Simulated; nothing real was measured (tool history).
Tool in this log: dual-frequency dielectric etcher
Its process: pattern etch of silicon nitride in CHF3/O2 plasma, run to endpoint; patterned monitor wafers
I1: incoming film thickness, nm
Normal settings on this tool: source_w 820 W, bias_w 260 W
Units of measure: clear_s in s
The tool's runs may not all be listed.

Run 1, hour 0.0: usual settings; I1 104.4. Result: clear_s 48.7 s.
At hour 39.6: wet clean of the chamber.
Run 2, hour 40.1: usual settings; I1 105.1. Result: clear_s 51.5 s.
Run 3, hour 70.0: usual settings; I1 104.4. Result: clear_s 50.1 s.
Run 4, hour 102.1: usual settings; I1 104.5. Result: clear_s 50.1 s.
Run 5, hour 136.9: usual settings; I1 104.2. Result: clear_s 50.2 s.
Run 6, hour 151.6: usual settings; I1 104.6. Result: clear_s 50.0 s.
Run 7, hour 186.0: usual settings but source_w 720 W; I1 104.9. Result: clear_s 52.5 s.
Run 8, hour 215.1: usual settings but bias_w 232 W; I1 104.4. Result: clear_s 50.7 s.
At hour 323.5: upper electrode replaced.
Run 9, hour 324.0: usual settings but bias_w 306 W; I1 104.8. Result: clear_s 46.4 s.
Run 10, hour 336.2: usual settings but bias_w 306 W; I1 104.0. Result: clear_s 45.5 s.
Run 11, hour 353.5: usual settings but bias_w 306 W; I1 104.2. Result: clear_s 46.4 s.
Run 12, hour 376.1: usual settings but bias_w 308 W; I1 104.6. Result: clear_s 46.0 s.
Run 13, hour 393.9: usual settings but bias_w 299 W; I1 103.6. Result: clear_s 45.8 s.
At hour 478.1: wet clean of the chamber.
Run 14, hour 478.6: usual settings; I1 104.3. Result: clear_s 50.3 s.
Run 15, hour 488.6: usual settings; I1 104.6. Result: clear_s 50.7 s.
At hour 501.4: source power generator calibrated.
Run 16, hour 506.4: usual settings; I1 105.4. Result: clear_s 51.2 s.
Run 17, hour 562.2: usual settings but source_w 640 W; I1 105.1. Result: clear_s 55.2 s.
Run 18, hour 583.0: usual settings but bias_w 201 W; I1 105.3. Result: clear_s 54.6 s.
Run 19, hour 606.3: usual settings but source_w 760 W; I1 104.0. Result: clear_s 51.0 s.
At hour 615.1: bias power generator calibrated.
Run 20, hour 636.3: usual settings; I1 106.3. Result: clear_s 50.2 s.
Run 21, hour 651.7: usual settings but source_w 660 W, bias_w 309 W; I1 104.4. Result: clear_s 51.0 s.
Run 22, hour 675.5: usual settings but source_w 940 W, bias_w 317 W; I1 104.2. Result: clear_s 43.7 s.
Run 23, hour 711.1: usual settings but source_w 890 W, bias_w 325 W; I1 104.3. Result: clear_s 44.8 s.
Run 24, hour 742.4: usual settings but source_w 960 W, bias_w 322 W; I1 104.4. Result: clear_s 43.0 s.
Run 25, hour 754.5: usual settings but source_w 630 W; I1 105.3. Result: clear_s 54.9 s.
Run 26, hour 771.1: usual settings but source_w 700 W; I1 104.6. Result: clear_s 52.6 s.
Run 27, hour 791.4: usual settings but source_w 670 W; I1 105.4. Result: clear_s 53.1 s.

Here are 5 independent what-if runs from the current tool condition. What would each one return?
Run A, hour 791.8: usual settings but bias_w 218 W; I1 104.4. Result: clear_s ?.
Run B, hour 791.8: usual settings but source_w 700 W, bias_w 214 W; I1 104.4. Result: clear_s ?.
Run C, hour 791.8: usual settings but source_w 750 W, bias_w 306 W; I1 104.4. Result: clear_s ?.
Run D, hour 791.8: usual settings but source_w 630 W, bias_w 219 W; I1 104.4. Result: clear_s ?.
Run E, hour 791.8: usual settings but bias_w 286 W; I1 104.4. Result: clear_s ?.

run  clear_s
  A     51.0
  B     54.7
  C     47.5
  D     56.8
  E     46.9
With the hidden condition removed and each run's random variation left untouched, the same runs would have given:
run  clear_s
  A     52.7
  B     56.6
  C     49.1
  D     58.7
  E     48.4
